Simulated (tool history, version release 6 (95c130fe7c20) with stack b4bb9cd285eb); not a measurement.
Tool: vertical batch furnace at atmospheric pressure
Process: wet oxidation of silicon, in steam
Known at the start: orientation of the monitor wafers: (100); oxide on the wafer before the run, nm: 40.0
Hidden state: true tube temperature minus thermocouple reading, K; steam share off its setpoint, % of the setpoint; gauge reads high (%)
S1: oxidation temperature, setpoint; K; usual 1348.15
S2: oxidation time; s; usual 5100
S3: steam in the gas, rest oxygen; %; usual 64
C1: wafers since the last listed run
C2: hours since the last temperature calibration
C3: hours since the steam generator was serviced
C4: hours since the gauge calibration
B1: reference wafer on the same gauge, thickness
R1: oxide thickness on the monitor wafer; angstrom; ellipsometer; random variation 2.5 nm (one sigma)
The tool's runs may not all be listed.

run	hour	S1	S2	S3	C1	C2	C3	C4	B1	R1
1	0.0	1334.15	5100	64	0	2058.3	1419.2	438.1	555.15	5724.9
2	19.9	1334.15	5100	64	247	2078.2	1439.1	458.0	555.03	5666.2
3	44.1	1348.15	5100	64	301	2102.4	1463.3	482.2	554.92	6031.8
4	117.4	1348.15	5100	64	912	2175.7	1536.6	555.5	555.14	6026.7
5	134.4	1348.15	5100	64	211	2192.7	1553.6	572.5	555.22	6014.4
6	157.5	1348.15	6900	64	287	2215.8	1576.7	595.6	554.51	7142.6
7	170.7	1348.15	5100	56	164	2229.0	1589.9	608.8	555.06	5591.2
8	185.5	1348.15	5100	64	184	2243.8	1604.7	623.6	554.88	6008.4
9	195.2	1348.15	5100	64	120	2253.5	1614.4	633.3	554.92	6039.1
10	210.1	1348.15	5100	64	185	2268.4	1629.3	648.2	554.88	5997.0
11	228.8	1348.15	6210	64	232	2287.1	1648.0	666.9	555.02	6729.2
12	296.6	1348.15	5100	64	844	2354.9	1715.8	734.7	555.14	6030.7
13	311.1	1348.15	5100	64	180	2369.4	1730.3	749.2	554.78	5988.7
# hour 328.3: gauge calibrated
14	329.4	1348.15	5100	64	227	2387.7	1748.6	1.1	554.75	5981.6
15	349.5	1348.15	5100	64	250	2407.8	1768.7	21.2	554.71	5963.0
16	367.9	1348.15	5100	64	229	2426.2	1787.1	39.6	555.59	5963.4
17	436.2	1348.15	5100	64	850	2494.5	1855.4	107.9	554.88	5966.6
18	455.4	1360.15	6750	56	239	2513.7	1874.6	127.1	555.11	6838.9
19	479.9	1348.15	3570	64	305	2538.2	1899.1	151.6	554.71	4866.2
20	489.4	1361.15	5100	54	118	2547.7	1908.6	161.1	554.92	5706.1
# hour 514.8: thermocouples replaced and temperature profile calibrated
21	515.3	1370.15	5100	64	23	0.5	1934.5	187.0	554.79	6479.8
22	569.6	1330.15	5790	75	676	54.8	1988.8	241.3	554.87	6454.9
# hour 606.2: steam generator serviced
23	606.7	1348.15	5100	64	163	91.9	0.5	278.4	554.87	6214.8
24	612.6	1368.15	5100	64	73	97.8	6.4	284.3	554.99	6648.2
25	618.5	1348.15	5100	64	73	103.7	12.3	290.2	555.01	6139.2
26	632.6	1348.15	5100	64	175	117.8	26.4	304.3	554.76	6146.3
27	642.5	1348.15	5100	68	123	127.7	36.3	314.2	555.00	6356.0
28	655.3	1330.15	3270	75	159	140.5	49.1	327.0	554.92	4805.6
29	674.1	1348.15	5100	64	234	159.3	67.9	345.8	554.94	6191.9
30	698.1	1356.15	5100	64	298	183.3	91.9	369.8	554.65	6375.4
31	717.2	1348.15	5760	64	237	202.4	111.0	388.9	554.72	6576.7
32	732.3	1323.15	6780	69	188	217.5	126.1	404.0	555.13	6768.4
33	752.7	1337.15	5100	64	254	237.9	146.5	424.4	555.24	5835.7
34	777.3	1355.15	5100	64	306	262.5	171.1	449.0	554.41	6344.8
35	796.2	1360.15	3240	64	235	281.4	190.0	467.9	554.82	5014.5
36	812.8	1348.15	5100	64	206	298.0	206.6	484.5	554.63	6144.5
37	833.3	1369.15	2910	64	255	318.5	227.1	505.0	554.84	4898.4

Hidden state or all else? Some run-to-run changes of R1, split into what the settings, what came in and random variation would give without the hidden state, and what is left for the hidden state (with any gauge scatter that isn't in both results):
Run 6 -> 7: S2 6900 -> 5100, S3 64 -> 56. R1 -1551.4 angstrom: hidden state +39.2, all else -1590.6.
Run 18 -> 19: S1 1360.15 -> 1348.15, S2 6750 -> 3570, S3 56 -> 64. R1 -1972.7 angstrom: hidden state +67.2, all else -2039.9.
Run 22 -> 23: S1 1330.15 -> 1348.15, S2 5790 -> 5100, S3 75 -> 64, steam generator serviced. R1 -240.1 angstrom: hidden state +266.7, all else -506.8.
Run 27 -> 28: S1 1348.15 -> 1330.15, S2 5100 -> 3270, S3 68 -> 75. R1 -1550.4 angstrom: hidden state +8.7, all else -1559.1.

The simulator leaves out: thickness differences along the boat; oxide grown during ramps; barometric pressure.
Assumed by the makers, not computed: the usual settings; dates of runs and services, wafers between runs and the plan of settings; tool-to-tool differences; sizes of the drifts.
